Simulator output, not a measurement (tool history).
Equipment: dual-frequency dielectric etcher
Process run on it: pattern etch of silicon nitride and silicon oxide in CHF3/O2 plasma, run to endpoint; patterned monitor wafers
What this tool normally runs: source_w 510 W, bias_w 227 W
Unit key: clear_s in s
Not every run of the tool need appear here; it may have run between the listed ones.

| run | hour | source_w | bias_w | incoming incoming film thickness, nm | clear_s |
|---|---|---|---|---|---|
| 1 | 0 | 420 | 227 | 183.9 | 130.8 |
| 2 | 7.1 | 420 | 227 | 185.2 | 131 |
| 3 | 46.4 | 510 | 227 | 187 | 124.9 |
| 4 | 58 | 440 | 189 | 185.2 | 136.7 |
| 5 | 75.7 | 440 | 189 | 183.1 | 135.2 |
| 6 | 83.1 | 510 | 227 | 183.6 | 122.7 |
| 7 | 99 | 510 | 227 | 184.7 | 123.9 |
| 8 | 116.7 | 570 | 227 | 185.1 | 119.3 |
| 9 | 132.8 | 470 | 191 | 183.4 | 131.9 |
| 10 | 148.1 | 470 | 191 | 184.9 | 134.2 |
| 11 | 160.2 | 470 | 191 | 184.1 | 133.5 |
| 12 | 167.7 | 480 | 227 | 185.3 | 126.8 |
| 13 | 178.1 | 480 | 227 | 185 | 127.8 |
| 14 | 194 | 510 | 227 | 184.2 | 124.5 |
| 15 | 209.3 | 510 | 227 | 186.1 | 125.9 |
| 16 | 218.3 | 400 | 175 | 185.6 | 146.7 |
| 17 | 234.5 | 510 | 227 | 185.1 | 125.1 |
|  | 254.8 | source power generator calibrated |
|  | 265.4 | upper electrode replaced |
| 18 | 265.9 | 620 | 179 | 185.6 | 125.9 |
| 19 | 266.2 | 470 | 195 | 185.5 | 135.3 |
| 20 | 266.6 | 560 | 264 | 182.8 | 115.1 |
| 21 | 272.7 | 420 | 227 | 185.9 | 135 |
|  | 303.1 | wet clean of the chamber |
|  | 314.7 | bias power generator calibrated |
| 22 | 315.1 | 420 | 267 | 183.7 | 121.2 |
| 23 | 321.2 | 510 | 227 | 185.6 | 121 |
| 24 | 333.9 | 510 | 227 | 184.3 | 120.2 |
| 25 | 343.8 | 510 | 227 | 185.6 | 120.6 |
| 26 | 356.6 | 510 | 227 | 185.6 | 122.1 |
| 27 | 365 | 560 | 250 | 186 | 114.5 |
| 28 | 374.9 | 620 | 266 | 185.6 | 109.1 |
| 29 | 392.3 | 630 | 189 | 183 | 117.6 |
| 30 | 405.8 | 510 | 227 | 182.9 | 120.5 |
| 31 | 418 | 510 | 227 | 183.4 | 120.9 |
| 32 | 428.4 | 590 | 278 | 184.5 | 108.9 |
| 33 | 436.1 | 460 | 255 | 184.3 | 122 |
| 34 | 451.1 | 410 | 185 | 184.1 | 138 |

Run by run, hidden condition taken away, random variation retained:
Hidden state present: etch rate over this chamber's usual, %; source power that arrives over what is set, %; bias power that arrives over what is set, %.
| run | clear_s |
|---|---|
| 1 | 127.9 |
| 2 | 127.9 |
| 3 | 121.6 |
| 4 | 132.9 |
| 5 | 131.3 |
| 6 | 119.1 |
| 7 | 120.1 |
| 8 | 115.4 |
| 9 | 127.5 |
| 10 | 129.6 |
| 11 | 128.8 |
| 12 | 122.2 |
| 13 | 123.1 |
| 14 | 119.7 |
| 15 | 120.9 |
| 16 | 140.8 |
| 17 | 119.9 |
| 18 | 120.3 |
| 19 | 129.3 |
| 20 | 110 |
| 21 | 129 |
| 22 | 120.6 |
| 23 | 120.3 |
| 24 | 119.4 |
| 25 | 119.6 |
| 26 | 121.1 |
| 27 | 113.4 |
| 28 | 108 |
| 29 | 116.2 |
| 30 | 119 |
| 31 | 119.2 |
| 32 | 107.3 |
| 33 | 120.1 |
| 34 | 135.7 |
